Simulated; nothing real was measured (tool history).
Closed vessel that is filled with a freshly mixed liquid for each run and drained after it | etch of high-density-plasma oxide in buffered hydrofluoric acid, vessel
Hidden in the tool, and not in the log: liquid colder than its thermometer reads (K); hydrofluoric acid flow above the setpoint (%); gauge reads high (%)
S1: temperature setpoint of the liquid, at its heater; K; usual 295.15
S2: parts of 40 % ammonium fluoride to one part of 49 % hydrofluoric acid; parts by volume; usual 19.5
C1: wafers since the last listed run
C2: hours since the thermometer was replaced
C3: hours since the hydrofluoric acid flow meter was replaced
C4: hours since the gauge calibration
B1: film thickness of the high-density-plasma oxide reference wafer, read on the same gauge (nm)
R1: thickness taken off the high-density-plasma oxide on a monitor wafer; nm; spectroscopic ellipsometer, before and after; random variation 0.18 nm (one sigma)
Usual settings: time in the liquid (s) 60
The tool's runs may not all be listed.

Run 1, hour 0: usual settings but S2 23.5 parts by volume; C1 0; C2 2563.9; C3 62; C4 823.6; B1 39.99. Result: R1 30.97 nm.
Run 2, hour 38.6: usual settings but S2 23.5 parts by volume; C1 4772; C2 2602.5; C3 100.6; C4 862.2; B1 39.97. Result: R1 30.91 nm.
Run 3, hour 65.3: usual settings but time in the liquid (s) 40; C1 3301; C2 2629.2; C3 127.3; C4 888.9; B1 39.99. Result: R1 23.85 nm.
Run 4, hour 123.9: usual settings; C1 7245; C2 2687.8; C3 185.9; C4 947.5; B1 40.02. Result: R1 36.05 nm.
Run 5, hour 184.2: usual settings; C1 7456; C2 2748.1; C3 246.2; C4 1007.8; B1 39.99. Result: R1 36.13 nm.
At hour 306: gauge calibrated.
Run 6, hour 323.9: usual settings; C1 17274; C2 2887.8; C3 385.9; C4 17.9; B1 40. Result: R1 36.52 nm.
At hour 349.5: thermometer replaced.
Run 7, hour 395.3: usual settings; C1 8705; C2 45.8; C3 457.3; C4 89.3; B1 39.96. Result: R1 36.41 nm.
Run 8, hour 434.7: usual settings but S1 296.65 K, S2 12 parts by volume, time in the liquid (s) 80; C1 4871; C2 85.2; C3 496.7; C4 128.7; B1 40. Result: R1 85.94 nm.
Run 9, hour 482.1: usual settings but S1 291.15 K, S2 23 parts by volume, time in the liquid (s) 95; C1 5861; C2 132.6; C3 544.1; C4 176.1; B1 39.97. Result: R1 40.97 nm.
At hour 528.5: hydrofluoric acid flow meter replaced.
Run 10, hour 595.3: usual settings but S1 291.15 K, S2 22 parts by volume, time in the liquid (s) 45; C1 13873; C2 245.8; C3 66.8; C4 289.3; B1 40. Result: R1 19.49 nm.
Run 11, hour 660.1: usual settings; C1 8012; C2 310.6; C3 131.6; C4 354.1; B1 40.01. Result: R1 35.98 nm.
Run 12, hour 706: usual settings but S2 23 parts by volume, time in the liquid (s) 75; C1 5675; C2 356.5; C3 177.5; C4 400; B1 39.98. Result: R1 39.81 nm.
Run 13, hour 886.7: usual settings but S2 17.5 parts by volume; C1 22343; C2 537.2; C3 358.2; C4 580.7; B1 39.98. Result: R1 40.62 nm.

The next listed run, before its measurement:
Run 14, hour 951.1: usual settings but S2 23.5 parts by volume, time in the liquid (s) 30; C1 7963; C2 601.6; C3 422.6; C4 645.1; B1 ?. Result: R1 ?.

B1: 40
R1: 15.99 nm
Without the tool's hidden state the same run would have given R1 15.54 nm.
